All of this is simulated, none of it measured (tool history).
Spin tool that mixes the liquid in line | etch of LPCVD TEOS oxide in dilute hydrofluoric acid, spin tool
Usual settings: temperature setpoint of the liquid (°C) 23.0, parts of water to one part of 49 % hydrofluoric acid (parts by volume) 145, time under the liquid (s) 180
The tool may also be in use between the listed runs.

run	day	temperature setpoint of the liquid (°C)	parts of water to one part of 49 % hydrofluoric acid (parts by volume)	time under the liquid (s)	wafers since the last listed run	hours since the thermometer was replaced	hours since the hydrofluoric acid flow meter was replaced	hours since the gauge calibration	read-back film thickness of the LPCVD TEOS oxide reference wafer, read on the same gauge (nm)	thickness taken off the LPCVD TEOS oxide on a monitor wafer (nm)
1	0.000	23.0	185	180	0	653.4	318.2	403.3	70.44	32.56
2	2.979	23.0	160	180	426	724.9	389.7	474.8	70.38	38.21
3	4.650	23.0	145	180	239	765.0	429.8	514.9	70.26	43.88
4	5.712	23.0	145	180	152	790.5	455.3	540.4	70.30	43.38
5	7.029	19.5	110	180	188	822.1	486.9	572.0	70.24	51.37
6	8.071	26.5	145	180	149	847.1	511.9	597.0	70.26	49.81
7	10.754	21.0	145	180	384	911.5	576.3	661.4	70.18	39.33
8	12.071	23.0	145	180	188	943.1	607.9	693.0	70.08	42.78
9	20.833	22.0	145	180	1255	1153.4	818.2	903.3	69.75	40.94
10	22.525	22.0	145	180	242	1194.0	858.8	943.9	69.67	41.75
# day 23.554: hydrofluoric acid flow meter replaced
11	24.871	26.0	190	180	330	1250.3	31.6	1000.2	69.58	34.78
12	27.304	23.0	145	105	348	1308.7	90.0	1058.6	69.46	24.49
13	29.096	23.0	115	180	256	1351.7	133.0	1101.6	69.35	55.77
14	31.321	23.0	115	180	318	1405.1	186.4	1155.0	69.23	55.23
15	33.629	19.0	145	210	330	1460.5	241.8	1210.4	69.13	42.36
16	35.829	20.5	170	125	315	1513.3	294.6	1263.2	68.97	22.36
17	38.675	19.5	185	180	407	1581.6	362.9	1331.5	68.79	28.07
18	40.388	23.0	115	180	245	1622.7	404.0	1372.6	68.64	54.51
19	48.312	23.0	145	115	1135	1812.9	594.2	1562.8	68.08	26.73
20	50.750	25.5	145	180	349	1871.4	652.7	1621.3	67.97	46.25
21	52.604	23.0	145	180	265	1915.9	697.2	1665.8	67.77	41.94
# day 53.158: gauge calibrated
# day 53.296: thermometer replaced
22	54.946	27.0	90	130	329	39.6	753.4	42.9	71.07	62.16
# day 55.458: hydrofluoric acid flow meter replaced
23	56.954	20.5	165	150	281	87.8	35.9	91.1	71.09	28.12
24	58.454	23.0	145	180	214	123.8	71.9	127.1	71.07	43.76
25	60.862	27.5	145	95	345	181.6	129.7	184.9	71.12	26.99
26	62.679	23.0	145	125	260	225.2	173.3	228.5	71.02	30.44
27	65.483	18.5	145	180	401	292.5	240.6	295.8	70.93	36.43
28	67.296	25.5	95	145	259	336.0	284.1	339.3	70.95	62.40
29	69.717	24.5	180	125	346	394.1	342.2	397.4	70.91	24.90
30	72.179	23.0	175	180	352	453.2	401.3	456.5	70.86	34.41
31	73.329	23.0	145	180	164	480.8	428.9	484.1	70.84	43.33

Hidden state or all else? Some run-to-run changes of thickness taken off the LPCVD TEOS oxide on a monitor wafer (nm), split into what the settings, what came in and random variation would give without the hidden state, and what is left for the hidden state (with any gauge scatter that isn't in both results):
The hidden state here: liquid colder than its thermometer reads (K); hydrofluoric acid flow below the setpoint (%); gauge reads high (%).
Run 12 -> 13: parts of water to one part of 49 % hydrofluoric acid (parts by volume) 145 -> 115, time under the liquid (s) 105 -> 180. thickness taken off the LPCVD TEOS oxide on a monitor wafer (nm) +31.28: hidden state -0.33, all else +31.61.
Run 17 -> 18: temperature setpoint of the liquid (°C) 19.5 -> 23.0, parts of water to one part of 49 % hydrofluoric acid (parts by volume) 185 -> 115. thickness taken off the LPCVD TEOS oxide on a monitor wafer (nm) +26.44: hidden state -0.57, all else +27.01.
Run 19 -> 20: temperature setpoint of the liquid (°C) 23.0 -> 25.5, time under the liquid (s) 115 -> 180. thickness taken off the LPCVD TEOS oxide on a monitor wafer (nm) +19.52: hidden state -0.68, all else +20.20.
Run 21 -> 22: temperature setpoint of the liquid (°C) 23.0 -> 27.0, parts of water to one part of 49 % hydrofluoric acid (parts by volume) 145 -> 90, time under the liquid (s) 180 -> 130, gauge calibrated, thermometer replaced. thickness taken off the LPCVD TEOS oxide on a monitor wafer (nm) +20.22: hidden state +2.31, all else +17.91.
Run 22 -> 23: temperature setpoint of the liquid (°C) 27.0 -> 20.5, parts of water to one part of 49 % hydrofluoric acid (parts by volume) 90 -> 165, time under the liquid (s) 130 -> 150, hydrofluoric acid flow meter replaced. thickness taken off the LPCVD TEOS oxide on a monitor wafer (nm) -34.04: hidden state -0.51, all else -33.53.
Run 28 -> 29: temperature setpoint of the liquid (°C) 25.5 -> 24.5, parts of water to one part of 49 % hydrofluoric acid (parts by volume) 95 -> 180, time under the liquid (s) 145 -> 125. thickness taken off the LPCVD TEOS oxide on a monitor wafer (nm) -37.50: hidden state -0.52, all else -36.98.
